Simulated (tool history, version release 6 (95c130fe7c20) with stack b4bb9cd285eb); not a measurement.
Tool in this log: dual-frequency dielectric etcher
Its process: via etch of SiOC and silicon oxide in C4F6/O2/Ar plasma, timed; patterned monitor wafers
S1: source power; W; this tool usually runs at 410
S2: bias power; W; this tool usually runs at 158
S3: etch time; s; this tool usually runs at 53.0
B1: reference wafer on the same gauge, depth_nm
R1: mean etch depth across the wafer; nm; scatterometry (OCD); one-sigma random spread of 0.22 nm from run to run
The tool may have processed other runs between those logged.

run,day,S1,S2,S3,B1,R1
1,0.000,410,158,53.0,62.7,61.0
2,1.321,410,158,53.0,62.6,61.1
3,4.108,410,158,53.0,62.6,60.7
4,5.788,410,158,53.0,62.5,60.5
5,6.925,410,158,53.0,62.6,60.4
6,8.450,410,158,53.0,62.7,60.3
7,11.171,410,158,53.0,62.7,59.8
8,14.129,410,158,53.0,62.6,59.8
# day 17.850: gauge calibrated
# day 18.492: wet clean of the chamber
9,20.533,410,158,53.0,62.5,61.5
10,23.254,410,158,53.0,62.6,60.9
11,24.742,410,158,53.0,62.6,61.0
12,26.808,410,158,53.0,62.6,60.8
13,29.067,410,134,64.5,62.5,69.7
14,30.083,460,158,53.0,62.6,63.7
15,31.275,410,122,39.5,62.6,41.4
16,33.275,410,158,69.0,62.6,77.7
# day 34.912: upper electrode replaced
17,35.496,410,158,53.0,62.6,59.8
# day 36.421: source power generator calibrated
# day 36.733: wet clean of the chamber
18,38.025,470,158,53.0,62.5,64.6
19,39.383,360,171,53.0,62.6,58.6
20,41.458,410,158,53.0,62.6,60.3
# day 42.262: bias power generator calibrated
21,43.525,410,158,53.0,62.5,60.3
22,46.492,410,172,53.0,62.5,62.1
23,47.842,410,158,53.0,62.6,60.1
24,50.342,410,179,53.0,62.7,62.0
25,52.608,360,158,64.0,62.6,68.1
26,54.492,410,191,48.0,62.6,57.2
# day 58.879: wet clean of the chamber
27,60.262,410,158,53.0,62.6,61.3
28,61.758,410,158,44.5,62.5,51.2
29,64.071,320,198,38.5,62.7,42.1
30,65.671,380,189,53.0,62.5,61.9

Branching from run 30: 4 alternative next runs. What would each branch give?
A,65.688,410,158,60.0,?,?
B,65.688,490,183,60.0,?,?
C,65.688,410,195,53.0,?,?
D,65.688,350,173,40.0,?,?

run,B1,R1
A,62.6,68.5
B,62.6,77.8
C,62.6,64.8
D,62.6,43.7
Without the tool's unlogged condition, the same runs would have read:
run,R1
A,69.2
B,78.7
C,65.5
D,44.2

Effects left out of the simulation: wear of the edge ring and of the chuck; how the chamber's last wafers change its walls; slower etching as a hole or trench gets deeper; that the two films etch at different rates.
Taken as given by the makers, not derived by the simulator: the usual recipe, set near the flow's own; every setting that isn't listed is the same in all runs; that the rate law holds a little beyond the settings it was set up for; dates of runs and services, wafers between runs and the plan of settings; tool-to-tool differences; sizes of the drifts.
